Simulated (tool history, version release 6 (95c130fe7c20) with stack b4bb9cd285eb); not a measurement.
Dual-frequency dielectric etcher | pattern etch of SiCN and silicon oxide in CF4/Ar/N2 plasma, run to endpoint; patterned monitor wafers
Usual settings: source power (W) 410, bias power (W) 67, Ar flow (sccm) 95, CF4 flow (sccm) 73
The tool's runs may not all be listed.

run	day	source power (W)	bias power (W)	Ar flow (sccm)	CF4 flow (sccm)	wafers since the last listed run	hours since the last wet clean	hours since the last source power generator calibration	hours since the last bias power generator calibration	hours since the last Ar flow controller change	hours since the last CF4 flow controller change	hours since the last upper electrode change	incoming incoming film thickness, nm	endpoint time (s)
1	0.000	410	67	95	73	0	227.0	3790.7	1987.8	62.9	1791.9	5061.6	15.67	21.6
2	3.738	410	67	95	73	1142	316.7	3880.4	2077.5	152.6	1881.6	5151.3	15.90	21.9
# day 4.079: source power generator calibrated
3	6.112	410	67	95	61	675	373.7	48.8	2134.5	209.6	1938.6	5208.3	15.74	22.4
4	9.221	410	67	95	61	950	448.3	123.4	2209.1	284.2	2013.2	5282.9	15.74	22.3
5	10.946	410	67	95	73	527	489.7	164.8	2250.5	325.6	2054.6	5324.3	15.56	21.2
# day 12.304: wet clean of the chamber
# day 17.617: CF4 flow controller replaced
6	20.971	410	81	95	73	2682	208.0	405.4	2491.1	566.2	80.5	5564.9	15.58	19.9
7	23.954	410	67	95	73	912	279.6	477.0	2562.7	637.8	152.1	5636.5	15.85	21.9
8	25.825	480	67	106	67	571	324.5	521.9	2607.6	682.7	197.0	5681.4	15.65	18.7
9	27.425	410	67	95	73	489	362.9	560.3	2646.0	721.1	235.4	5719.8	15.57	21.5
# day 29.175: upper electrode replaced
10	31.896	410	67	95	84	1061	470.2	667.6	2753.3	828.4	342.7	65.3	15.70	20.9
# day 34.050: wet clean of the chamber
11	34.800	450	81	109	85	582	18.0	737.3	2823.0	898.1	412.4	135.0	15.75	18.1
12	38.567	350	67	74	73	1151	108.4	827.7	2913.4	988.5	502.8	225.4	15.85	26.0
13	41.188	460	67	95	73	801	171.3	890.6	2976.3	1051.4	565.7	288.3	15.84	19.6
# day 43.904: bias power generator calibrated
14	45.062	410	67	95	73	1133	264.3	983.6	27.8	1144.4	658.7	381.3	15.73	21.5
15	54.908	410	67	95	73	3010	500.6	1219.9	264.1	1380.7	895.0	617.6	15.77	21.1
# day 56.208: wet clean of the chamber
16	57.600	410	67	95	73	517	33.4	1284.5	328.7	1445.3	959.6	682.2	15.62	21.6
17	59.871	360	67	102	73	694	87.9	1339.0	383.2	1499.8	1014.1	736.7	15.57	25.3
18	62.417	360	67	112	73	778	149.0	1400.1	444.3	1560.9	1075.2	797.8	15.60	25.5
19	64.425	410	67	111	59	614	197.2	1448.3	492.5	1609.1	1123.4	846.0	15.68	23.0
20	67.508	410	67	95	60	942	271.2	1522.3	566.5	1683.1	1197.4	920.0	15.72	22.2
21	71.029	410	67	95	73	1076	355.7	1606.8	651.0	1767.6	1281.9	1004.5	15.64	21.2
22	74.454	410	67	95	73	1047	437.9	1689.0	733.2	1849.8	1364.1	1086.7	15.63	21.1
23	76.683	410	74	95	90	681	491.4	1742.5	786.7	1903.3	1417.6	1140.2	15.65	19.3
# day 79.246: wet clean of the chamber
24	79.267	410	67	95	73	484	0.5	1804.5	848.7	1965.3	1479.6	1202.2	15.56	21.6

Hidden state at the last listed run before each entry between runs and at the first one after, where it differs:
Between runs 2 and 3: source power generator calibrated (day 4.079)
  etch rate over this chamber's usual, %: 2.64 -> 3.09; bias power that arrives over what is set, %: -2.66 -> -2.74
  measured less the result without the state, endpoint time (s): -0.3 -> -0.3
Between runs 5 and 6: wet clean of the chamber (day 12.304); CF4 flow controller replaced (day 17.617)
  etch rate over this chamber's usual, %: 4.02 -> 1.53; bias power that arrives over what is set, %: -2.9 -> -3.23
  measured less the result without the state, endpoint time (s): -0.5 -> +0.1
Between runs 9 and 10: upper electrode replaced (day 29.175)
  etch rate over this chamber's usual, %: 2.77 -> 3.63; bias power that arrives over what is set, %: -3.44 -> -3.59
  measured less the result without the state, endpoint time (s): -0.2 -> -0.4
Between runs 10 and 11: wet clean of the chamber (day 34.050)
  etch rate over this chamber's usual, %: 3.63 -> 0.49; bias power that arrives over what is set, %: -3.59 -> -3.68
  measured less the result without the state, endpoint time (s): -0.4 -> +0.3
Between runs 13 and 14: bias power generator calibrated (day 43.904)
  etch rate over this chamber's usual, %: 1.71 -> 2.46; bias power that arrives over what is set, %: -3.89 -> -0.387
  measured less the result without the state, endpoint time (s): +0.1 -> -0.5
Between runs 15 and 16: wet clean of the chamber (day 56.208)
  etch rate over this chamber's usual, %: 4.34 -> 0.831; bias power that arrives over what is set, %: -0.711 -> -0.8
  measured less the result without the state, endpoint time (s): -0.9 -> -0.1
Between runs 23 and 24: wet clean of the chamber (day 79.246)
  etch rate over this chamber's usual, %: 4.49 -> 0.819; bias power that arrives over what is set, %: -1.43 -> -1.51
  measured less the result without the state, endpoint time (s): -0.7 -> +0.0

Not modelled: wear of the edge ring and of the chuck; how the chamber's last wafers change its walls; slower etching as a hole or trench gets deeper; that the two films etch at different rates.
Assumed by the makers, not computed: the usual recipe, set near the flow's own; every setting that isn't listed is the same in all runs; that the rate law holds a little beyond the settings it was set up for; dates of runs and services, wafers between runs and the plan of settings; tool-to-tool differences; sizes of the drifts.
